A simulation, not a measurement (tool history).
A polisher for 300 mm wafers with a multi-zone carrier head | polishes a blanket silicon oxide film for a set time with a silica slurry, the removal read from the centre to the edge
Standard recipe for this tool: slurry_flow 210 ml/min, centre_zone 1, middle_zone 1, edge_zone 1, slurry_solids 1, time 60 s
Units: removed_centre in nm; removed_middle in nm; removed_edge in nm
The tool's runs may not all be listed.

| run | hour | slurry_flow | centre_zone | middle_zone | edge_zone | slurry_solids | time | incoming thickness of the incoming film, nm | removed_centre | removed_middle | removed_edge |
|---|---|---|---|---|---|---|---|---|---|---|---|
| 1 | 0 | 210 | 1 | 1 | 1 | 1 | 60 | 1156.6 | 141.8 | 142.7 | 142.2 |
| 2 | 56.1 | 210 | 1 | 1 | 1 | 1 | 60 | 1171.3 | 132.8 | 135.2 | 133.6 |
|  | 62.2 | worn pad replaced by a new one |
|  | 130.8 | slurry nozzle cleaned |
| 3 | 132.7 | 210 | 1 | 1 | 1 | 1 | 60 | 1153 | 154.7 | 153.8 | 149.2 |
| 4 | 178.7 | 210 | 1 | 1 | 1 | 1 | 60 | 1149.8 | 150.3 | 151.8 | 148.4 |
| 5 | 273.5 | 210 | 1 | 1 | 1 | 1 | 67 | 1157.8 | 157.7 | 158.3 | 155.5 |
| 6 | 310.5 | 210 | 1 | 1 | 1 | 1 | 67 | 1176.4 | 155.2 | 153.8 | 152.3 |
|  | 332.4 | worn pad replaced by a new one |
|  | 371.3 | slurry nozzle cleaned |
| 7 | 402.2 | 210 | 1 | 1 | 1 | 1 | 67 | 1184 | 173.6 | 172.7 | 168.7 |
|  | 415 | carrier head's membrane replaced by a new one |
| 8 | 479.7 | 210 | 1 | 1 | 1 | 1.15 | 60 | 1174.6 | 160.9 | 159.8 | 155 |
| 9 | 536.4 | 210 | 1 | 1 | 1 | 1.15 | 60 | 1185 | 154.3 | 154.2 | 152.8 |
|  | 605.2 | worn pad replaced by a new one |
|  | 608.7 | edge zone pressure recalibrated |
| 10 | 628.5 | 210 | 1 | 1 | 1 | 1 | 60 | 1184.6 | 145.2 | 147.1 | 147.4 |
|  | 657.1 | slurry nozzle cleaned |
| 11 | 735 | 210 | 0.96 | 1 | 1 | 1 | 60 | 1197.2 | 144.7 | 148.4 | 147.3 |
| 12 | 796 | 210 | 1 | 1 | 1 | 1 | 60 | 1172 | 146.8 | 144.9 | 139.9 |
| 13 | 844.5 | 210 | 1 | 1 | 1 | 1 | 46 | 1184.6 | 106.9 | 107.8 | 105 |
|  | 900.5 | worn pad replaced by a new one |
| 14 | 938 | 210 | 1 | 1 | 1 | 1 | 47 | 1165.6 | 109 | 109.1 | 112.1 |
|  | 956.5 | centre zone pressure recalibrated |
|  | 964.2 | slurry nozzle cleaned |
| 15 | 986.9 | 210 | 0.96 | 1.07 | 1 | 1 | 60 | 1187.2 | 150.9 | 163.8 | 152.2 |
| 16 | 1036.9 | 210 | 1.05 | 0.91 | 0.92 | 1.2 | 60 | 1178.5 | 169.7 | 151.5 | 157.8 |
|  | 1170.9 | worn pad replaced by a new one |
| 17 | 1193.9 | 210 | 1 | 1 | 1 | 1 | 67 | 1149.3 | 168 | 170.5 | 167.5 |
|  | 1219.9 | slurry nozzle cleaned |
| 18 | 1289.5 | 210 | 1 | 1 | 1 | 1.15 | 60 | 1163.5 | 163.2 | 160.9 | 158.7 |
|  | 1330 | carrier head's membrane replaced by a new one |
| 19 | 1335.6 | 210 | 0.92 | 1 | 1 | 1 | 60 | 1166.8 | 138.6 | 146.2 | 145.6 |

Alternative continuations, all from the tool just after run 19; predict every row:
| A | 1336 | 210 | 1 | 1 | 1 | 1 | 60 | 1160.8 | ? | ? | ? |
| B | 1336 | 155 | 1 | 1 | 1 | 1 | 60 | 1160.8 | ? | ? | ? |
| C | 1336 | 210 | 0.96 | 0.93 | 1.07 | 1 | 60 | 1160.8 | ? | ? | ? |

| run | removed_centre | removed_middle | removed_edge |
|---|---|---|---|
| A | 148.3 | 149.5 | 144.9 |
| B | 140.7 | 142.7 | 140.1 |
| C | 143.2 | 140.7 | 147.9 |
With no hidden state in the tool, these same runs would have given:
| run | removed_centre | removed_middle | removed_edge |
|---|---|---|---|
| A | 161.6 | 162.6 | 157.1 |
| B | 154 | 155.8 | 152.3 |
| C | 156 | 153 | 160.3 |
